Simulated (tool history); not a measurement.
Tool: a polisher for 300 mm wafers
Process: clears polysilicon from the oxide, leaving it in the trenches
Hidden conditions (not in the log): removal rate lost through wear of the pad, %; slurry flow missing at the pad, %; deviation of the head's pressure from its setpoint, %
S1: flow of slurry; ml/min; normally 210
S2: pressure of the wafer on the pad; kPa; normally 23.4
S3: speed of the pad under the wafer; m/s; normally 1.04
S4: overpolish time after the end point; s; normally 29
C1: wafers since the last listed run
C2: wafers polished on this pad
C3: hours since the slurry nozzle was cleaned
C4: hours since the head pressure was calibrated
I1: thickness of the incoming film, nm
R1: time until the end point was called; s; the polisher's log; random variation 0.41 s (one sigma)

run    hour   S1    S2    S3  S4    C1    C2     C3     C4     I1    R1
  1       0  210  23.4  1.04  29     0  1095  602.4   28.2  623.5  31.3
  2    35.5  210  23.4  1.04  29   404  1499  637.9   63.7  636.7  32.2
  3    93.9  210  23.4  1.04  29   664  2164  696.3  122.1  622.9  31.5
  4   123.7  255  23.4  1.04  29   339  2503  726.1  151.9  619.3    30
      127.8  -- slurry nozzle cleaned
  5   156.7  210  23.4  1.04  29   364  2868   28.9  184.9  622.4  31.7
  6   182.4  210  23.4  1.04  29   292  3160   54.6  210.6  620.5  30.7
  7   241.7  210  23.4  1.04  29   675  3836  113.9  269.9  627.4  31.6
      290.9  -- worn pad replaced by a new one
  8   295.3  210  23.4  1.04  29   564    50  167.5  323.5  630.3    31
  9   352.6  210  23.4  1.04  29   652   702  224.8  380.8  627.1  31.3
 10   404.6  210  23.4  1.04  29   592  1294  276.8  432.8  630.6  30.7
 11   466.7  210  23.4  1.04  29   707  2001  338.9  494.9  637.4  30.4
 12   535.3  210  23.4  1.04  29   781  2782  407.5  563.5  628.1  30.3
 13   590.8  210  23.4  1.04  16   631  3414    463    619  632.7  30.9
 14   657.3  190  23.4  1.04  29   757  4171  529.5  685.5  628.4  30.5
 15   710.4  190  23.4  1.04  29   604  4776  582.6  738.6  622.3  30.4
      725.9  -- worn pad replaced by a new one
      764.5  -- slurry nozzle cleaned
 16   776.2  140  23.4  0.88  20   692   560   11.7  804.4  628.4  33.9
 17   849.3  245  16.5  1.04  29   832  1392   84.8  877.5  636.4  35.1
 18   885.6  210  23.4  1.04  29   413  1806  121.1  913.8  620.3  28.4
      935.9  -- head pressure recalibrated
 19   953.4  210  15.9  1.04  29   749  2555  188.9   17.5  625.2  38.6
 20   995.9  175  23.4  0.82  29   483  3039  231.4     60  620.6  36.1
 21  1034.7  180  20.7  0.76  15   441  3480  270.2   98.8    635  41.1
 22  1107.1  140  23.4  0.88  20   824  4305  342.6  171.2  624.5  37.1
     1123.1  -- worn pad replaced by a new one
 23  1164.7  255  23.4  1.04  17   610   474  400.2  228.8  641.1  31.2
 24    1350  285  28.3  0.76  29  2109  2583  585.5  414.1  621.9  31.3
 25  1374.6  210  20.7   0.8  29   280  2863  610.1  438.7  627.9  38.3
     1418.8  -- slurry nozzle cleaned
 26  1440.3  210  23.4  1.18  29   736  3600   21.5  504.4  618.8  27.9
 27  1480.6  185  23.4  1.04  29   458  4059   61.8  544.7  628.3  30.9
     1497.7  -- worn pad replaced by a new one
 28  1534.8  210  19.3  1.04  29   571   422    116  598.9  629.2  33.3
 29  1628.5  210  23.4  0.76  29  1066  1488  209.7  692.6  635.5  35.6
 30  1691.2  210  23.4  1.04  29   713  2202  272.4  755.3  621.9  29.8
 31  1753.6  210  23.4  1.04  29   710  2913  334.8  817.7  632.7  29.8
 32  1789.9  210    20  1.04  21   413  3326  371.1    854  621.5  31.8
     1815.1  -- head pressure recalibrated
 33  1821.3  210  15.2  0.94  41   334  3661  402.5    6.2  626.4  41.7

What the log doesn't show, run by run:
removal rate lost through wear of the pad, %: 0 across all the runs
slurry flow missing at the pad, %: 0 across all the runs
H1: deviation of the head's pressure from its setpoint, %
run      H1
  1   0.198
  2   0.249
  3   0.418
  4   0.545
  5   0.718
  6   0.877
  7    1.32
  8    1.82
  9    2.44
 10     3.1
 11       4
 12    5.13
 13    6.15
 14     7.5
 15    8.68
 16    10.3
 17    12.2
 18    13.2
 19  -0.726
 20  -0.675
 21  -0.579
 22  -0.274
 23  0.0844
 24    1.94
 25    2.27
 26    3.23
 27    3.89
 28    4.85
 29    6.74
 30    8.15
 31    9.68
 32    10.6
 33    0.67
